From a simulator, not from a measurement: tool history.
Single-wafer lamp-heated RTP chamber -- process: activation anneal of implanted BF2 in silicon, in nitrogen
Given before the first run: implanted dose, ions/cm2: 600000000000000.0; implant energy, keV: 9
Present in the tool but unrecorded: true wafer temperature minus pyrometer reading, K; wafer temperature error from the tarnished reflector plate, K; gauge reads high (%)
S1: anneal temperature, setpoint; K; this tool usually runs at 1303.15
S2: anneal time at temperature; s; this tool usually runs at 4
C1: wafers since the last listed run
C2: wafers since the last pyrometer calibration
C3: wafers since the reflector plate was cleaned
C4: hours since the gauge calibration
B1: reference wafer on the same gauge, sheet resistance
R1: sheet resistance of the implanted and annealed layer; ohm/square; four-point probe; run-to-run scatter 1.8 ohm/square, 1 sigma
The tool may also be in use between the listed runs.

run 1 day=0.000 | S1=1293.15 S2=4 | C1=0 C2=3607 C3=5711 C4=1274.0 | B1=426.16 | R1=388.27
run 2 day=1.679 | S1=1293.15 S2=4 | C1=787 C2=4395 C3=6499 C4=1314.3 | B1=426.17 | R1=386.70
run 3 day=3.321 | S1=1303.15 S2=4 | C1=770 C2=5165 C3=7269 C4=1353.7 | B1=426.07 | R1=368.72
run 4 day=6.292 | S1=1303.15 S2=3 | C1=1393 C2=6558 C3=8663 C4=1425.0 | B1=425.98 | R1=380.11
run 5 day=8.412 | S1=1303.15 S2=3 | C1=994 C2=7553 C3=9657 C4=1475.9 | B1=426.17 | R1=380.50
run 6 day=12.200 | S1=1303.15 S2=3 | C1=1776 C2=9330 C3=11434 C4=1566.8 | B1=425.94 | R1=379.27
run 7 day=14.379 | S1=1303.15 S2=4 | C1=1022 C2=10353 C3=12457 C4=1619.1 | B1=426.03 | R1=368.66
-- day=15.804 reflector plate cleaned
run 8 day=16.121 | S1=1303.15 S2=4 | C1=660 C2=11013 C3=148 C4=1660.9 | B1=426.15 | R1=364.90
run 9 day=19.775 | S1=1303.15 S2=4 | C1=1714 C2=12728 C3=1863 C4=1748.6 | B1=425.75 | R1=369.18
run 10 day=22.742 | S1=1320.15 S2=4 | C1=1391 C2=14119 C3=3254 C4=1819.8 | B1=425.96 | R1=341.29
-- day=24.050 pyrometer window cleaned and pyrometer calibrated
run 11 day=26.900 | S1=1320.15 S2=4 | C1=1794 C2=1336 C3=5049 C4=1919.6 | B1=426.03 | R1=341.53
run 12 day=39.033 | S1=1303.15 S2=6 | C1=5692 C2=7028 C3=10741 C4=2210.8 | B1=425.31 | R1=349.82
run 13 day=41.250 | S1=1303.15 S2=6 | C1=1039 C2=8068 C3=11781 C4=2264.0 | B1=426.53 | R1=346.60
-- day=42.821 reflector plate cleaned
run 14 day=44.112 | S1=1303.15 S2=4 | C1=1186 C2=9255 C3=605 C4=2332.7 | B1=426.64 | R1=370.29
run 15 day=47.521 | S1=1293.15 S2=4 | C1=1598 C2=10854 C3=2204 C4=2414.5 | B1=425.57 | R1=386.04
run 16 day=50.692 | S1=1303.15 S2=4 | C1=1487 C2=12341 C3=3692 C4=2490.6 | B1=425.52 | R1=369.23
-- day=52.738 pyrometer window cleaned and pyrometer calibrated
run 17 day=55.021 | S1=1332.15 S2=5 | C1=1874 C2=1071 C3=5567 C4=2594.5 | B1=425.98 | R1=316.95
run 18 day=58.625 | S1=1320.15 S2=3 | C1=1690 C2=2762 C3=7257 C4=2681.0 | B1=426.34 | R1=354.73
-- day=59.521 gauge calibrated
run 19 day=62.125 | S1=1278.15 S2=6 | C1=1641 C2=4404 C3=8899 C4=62.5 | B1=425.75 | R1=398.85
run 20 day=66.346 | S1=1303.15 S2=3 | C1=1980 C2=6384 C3=10880 C4=163.8 | B1=426.15 | R1=383.55
-- day=67.312 reflector plate cleaned
run 21 day=70.375 | S1=1279.15 S2=4 | C1=1733 C2=8118 C3=1437 C4=260.5 | B1=426.01 | R1=418.30
run 22 day=73.492 | S1=1303.15 S2=4 | C1=1462 C2=9580 C3=2899 C4=335.3 | B1=425.90 | R1=369.06
run 23 day=76.342 | S1=1303.15 S2=4 | C1=1337 C2=10917 C3=4236 C4=403.7 | B1=426.04 | R1=367.20
run 24 day=78.471 | S1=1303.15 S2=4 | C1=998 C2=11916 C3=5235 C4=454.8 | B1=425.82 | R1=370.89
-- day=79.912 pyrometer window cleaned and pyrometer calibrated
run 25 day=80.783 | S1=1326.15 S2=5 | C1=928 C2=409 C3=6164 C4=510.3 | B1=425.63 | R1=321.79
run 26 day=83.071 | S1=1332.15 S2=4 | C1=1073 C2=1482 C3=7237 C4=565.2 | B1=425.85 | R1=327.49
run 27 day=85.200 | S1=1275.15 S2=3 | C1=998 C2=2481 C3=8236 C4=616.3 | B1=426.22 | R1=442.62
run 28 day=87.967 | S1=1285.15 S2=3 | C1=1297 C2=3779 C3=9533 C4=682.7 | B1=425.52 | R1=418.25
run 29 day=91.192 | S1=1303.15 S2=4 | C1=1512 C2=5292 C3=11046 C4=760.1 | B1=426.46 | R1=371.56
-- day=92.512 reflector plate cleaned
run 30 day=95.167 | S1=1294.15 S2=5 | C1=1708 C2=7000 C3=1245 C4=855.5 | B1=425.76 | R1=373.55
run 31 day=98.308 | S1=1320.15 S2=5 | C1=1473 C2=8474 C3=2719 C4=930.9 | B1=425.91 | R1=333.51
run 32 day=100.429 | S1=1324.15 S2=6 | C1=994 C2=9469 C3=3714 C4=981.8 | B1=426.02 | R1=319.02
run 33 day=103.742 | S1=1324.15 S2=5 | C1=1554 C2=11023 C3=5268 C4=1061.3 | B1=425.86 | R1=325.88
run 34 day=105.979 | S1=1291.15 S2=6 | C1=1049 C2=12073 C3=6317 C4=1115.0 | B1=425.94 | R1=370.98
-- day=106.604 pyrometer window cleaned and pyrometer calibrated
run 35 day=108.458 | S1=1284.15 S2=4 | C1=1006 C2=868 C3=7324 C4=1174.5 | B1=425.98 | R1=405.53
run 36 day=111.029 | S1=1323.15 S2=3 | C1=1206 C2=2075 C3=8530 C4=1236.2 | B1=426.37 | R1=346.96
run 37 day=115.408 | S1=1316.15 S2=6 | C1=2054 C2=4129 C3=10585 C4=1341.3 | B1=426.09 | R1=328.95

Consider 3 possible next runs. They are alternatives, not a sequence: every one starts from the tool as it was left by run 37. What does each give?
run A day=115.425 | S1=1280.15 S2=4 | C1=7 C2=4137 C3=10593 C4=1341.7 | B1=? | R1=?
run B day=115.425 | S1=1294.15 S2=4 | C1=7 C2=4137 C3=10593 C4=1341.7 | B1=? | R1=?
run C day=115.425 | S1=1327.15 S2=3 | C1=7 C2=4137 C3=10593 C4=1341.7 | B1=? | R1=?

run=A B1=426.49 R1=414.36
run=B B1=426.49 R1=383.49
run=C B1=426.49 R1=342.74
What these runs would have given with no unlogged condition in the tool:
run=A R1=414.36
run=B R1=383.49
run=C R1=342.74
